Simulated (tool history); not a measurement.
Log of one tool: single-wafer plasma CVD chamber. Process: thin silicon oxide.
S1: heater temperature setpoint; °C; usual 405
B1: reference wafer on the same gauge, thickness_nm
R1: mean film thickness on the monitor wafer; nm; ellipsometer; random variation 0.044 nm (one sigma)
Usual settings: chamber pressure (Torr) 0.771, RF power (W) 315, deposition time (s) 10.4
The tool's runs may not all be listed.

run 1 hour=0 | S1=405 chamber_pressure_(Torr)=0.771 RF_power_(W)=360 deposition_time_(s)=11.5 | B1=16.604 | R1=21.335
run 2 hour=25.5 | S1=405 chamber_pressure_(Torr)=0.771 RF_power_(W)=315 deposition_time_(s)=10.4 | B1=16.606 | R1=18.1
run 3 hour=47.3 | S1=405 chamber_pressure_(Torr)=0.771 RF_power_(W)=315 deposition_time_(s)=10.4 | B1=16.601 | R1=18.148
run 4 hour=133.6 | S1=405 chamber_pressure_(Torr)=0.771 RF_power_(W)=315 deposition_time_(s)=10.4 | B1=16.607 | R1=18.16
run 5 hour=159.8 | S1=405 chamber_pressure_(Torr)=0.771 RF_power_(W)=295 deposition_time_(s)=10.4 | B1=16.6 | R1=17.536
run 6 hour=177.2 | S1=408 chamber_pressure_(Torr)=0.886 RF_power_(W)=315 deposition_time_(s)=10.4 | B1=16.6 | R1=20.136
run 7 hour=197.4 | S1=408 chamber_pressure_(Torr)=0.886 RF_power_(W)=315 deposition_time_(s)=10.4 | B1=16.604 | R1=20.724
run 8 hour=220.4 | S1=408 chamber_pressure_(Torr)=0.886 RF_power_(W)=315 deposition_time_(s)=10.4 | B1=16.603 | R1=20.024
run 9 hour=237.4 | S1=405 chamber_pressure_(Torr)=0.665 RF_power_(W)=315 deposition_time_(s)=10.4 | B1=16.586 | R1=15.853
run 10 hour=263.7 | S1=405 chamber_pressure_(Torr)=0.665 RF_power_(W)=315 deposition_time_(s)=10.4 | B1=16.6 | R1=15.851
run 11 hour=278.7 | S1=405 chamber_pressure_(Torr)=0.665 RF_power_(W)=315 deposition_time_(s)=10.4 | B1=16.602 | R1=15.758
run 12 hour=292.6 | S1=405 chamber_pressure_(Torr)=0.771 RF_power_(W)=315 deposition_time_(s)=10.4 | B1=16.602 | R1=17.981
run 13 hour=305.3 | S1=405 chamber_pressure_(Torr)=0.666 RF_power_(W)=315 deposition_time_(s)=10.4 | B1=16.603 | R1=15.807
run 14 hour=324.4 | S1=412 chamber_pressure_(Torr)=0.771 RF_power_(W)=280 deposition_time_(s)=10.4 | B1=16.604 | R1=16.827
run 15 hour=344.5 | S1=414 chamber_pressure_(Torr)=0.932 RF_power_(W)=315 deposition_time_(s)=10.4 | B1=16.597 | R1=20.696
run 16 hour=365.4 | S1=391 chamber_pressure_(Torr)=0.771 RF_power_(W)=295 deposition_time_(s)=12.2 | B1=16.604 | R1=20.468
run 17 hour=382.4 | S1=396 chamber_pressure_(Torr)=0.591 RF_power_(W)=265 deposition_time_(s)=9 | B1=16.605 | R1=11.282
run 18 hour=462.3 | S1=405 chamber_pressure_(Torr)=0.698 RF_power_(W)=295 deposition_time_(s)=10.4 | B1=16.602 | R1=15.865
run 19 hour=507.1 | S1=415 chamber_pressure_(Torr)=0.771 RF_power_(W)=315 deposition_time_(s)=9.3 | B1=16.603 | R1=15.914
run 20 hour=526.7 | S1=392 chamber_pressure_(Torr)=0.771 RF_power_(W)=290 deposition_time_(s)=10.4 | B1=16.602 | R1=17.288
run 21 hour=541.4 | S1=395 chamber_pressure_(Torr)=0.771 RF_power_(W)=255 deposition_time_(s)=11.4 | B1=16.589 | R1=17.575

Taken out of this log: 5 entries between the listed runs. Where each belongs, and how the hidden state differs across it:
Between runs 6 and 7: RF generator calibrated (hour 187.7)
  delivered RF power above the setpoint (%): -6.99 -> -1.26; true pressure above the setpoint (%): 5.78 -> 5.84
  measured less the result without the state, R1: +0.126 -> +0.732 nm
Between runs 7 and 8: capacitance manometer re-zeroed and calibrated (hour 219.9)
  delivered RF power above the setpoint (%): -1.26 -> -1.53; true pressure above the setpoint (%): 5.84 -> 0.812
  measured less the result without the state, R1: +0.732 -> -0.025 nm
Between runs 8 and 9: thermocouple changed; heater temperature recalibrated (hour 232.2); showerhead replaced (hour 236.9)
  delivered RF power above the setpoint (%): -1.53 -> -1.72; true pressure above the setpoint (%): 0.812 -> 0.86
  measured less the result without the state, R1: -0.025 -> -0.003 nm
Between runs 9 and 10: gauge calibrated (hour 254.4)
  delivered RF power above the setpoint (%): -1.72 -> -2; true pressure above the setpoint (%): 0.86 -> 0.934
  measured less the result without the state, R1: -0.003 -> -0.015 nm

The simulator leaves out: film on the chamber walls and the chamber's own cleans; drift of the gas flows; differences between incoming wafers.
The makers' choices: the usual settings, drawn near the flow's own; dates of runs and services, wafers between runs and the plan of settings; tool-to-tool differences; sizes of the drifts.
